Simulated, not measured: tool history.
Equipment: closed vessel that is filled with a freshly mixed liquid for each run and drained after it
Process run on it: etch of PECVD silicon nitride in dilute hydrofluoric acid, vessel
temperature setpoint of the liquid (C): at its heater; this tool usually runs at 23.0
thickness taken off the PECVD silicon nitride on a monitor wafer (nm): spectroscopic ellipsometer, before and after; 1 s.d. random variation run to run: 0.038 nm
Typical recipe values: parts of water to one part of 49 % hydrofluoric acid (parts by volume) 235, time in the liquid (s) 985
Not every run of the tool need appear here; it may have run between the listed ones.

run,hour,temperature setpoint of the liquid (C),parts of water to one part of 49 % hydrofluoric acid (parts by volume),time in the liquid (s),"read-back film thickness of the PECVD silicon nitride reference wafer, read on the same gauge (nm)",thickness taken off the PECVD silicon nitride on a monitor wafer (nm)
1,0.0,23.0,280,985,108.08,6.12
2,19.7,23.0,280,985,108.02,6.09
3,54.0,23.0,280,985,107.96,6.17
4,80.4,23.0,235,985,107.91,7.20
5,107.1,23.0,235,985,107.87,7.26
6,132.8,23.0,235,985,107.83,7.26
7,151.1,23.0,235,985,107.83,7.28
8,185.4,19.5,235,750,107.80,4.41
9,215.5,19.5,235,750,107.75,4.42
10,245.1,23.0,185,985,107.74,9.06
# hour 250.2: gauge calibrated
11,260.9,23.0,185,985,109.99,9.32
12,287.9,23.0,185,985,109.63,9.36
13,300.0,26.5,335,1325,109.60,8.66
14,318.4,23.0,170,1445,109.39,14.86
# hour 320.5: thermometer replaced
15,342.2,26.0,235,1250,109.16,11.22
16,363.4,27.0,180,1270,109.04,15.86
# hour 386.9: hydrofluoric acid flow meter replaced
17,387.9,23.0,235,985,108.85,7.36
18,420.6,23.0,325,985,108.69,5.31
19,434.7,23.0,345,985,108.70,5.00
20,456.0,23.0,235,985,108.64,7.30
21,485.4,25.0,275,985,108.51,7.03
22,508.4,23.0,235,985,108.40,7.31
23,524.9,23.0,350,760,108.40,3.80
24,553.3,23.0,165,1520,108.30,15.91
25,580.0,26.0,160,985,108.28,12.85

Consider 3 possible next runs. They are alternatives, not a sequence: every one starts from the tool as it was left by run 25. What does each give?
A,580.9,23.0,235,985,?,?
B,580.9,20.0,150,1380,?,?
C,580.9,23.0,235,720,?,?

run,"read-back film thickness of the PECVD silicon nitride reference wafer, read on the same gauge (nm)",thickness taken off the PECVD silicon nitride on a monitor wafer (nm)
A,108.27,7.30
B,108.27,13.06
C,108.27,5.33
Had the tool no hidden state, the same runs would have come out as:
run,thickness taken off the PECVD silicon nitride on a monitor wafer (nm)
A,7.41
B,13.26
C,5.42
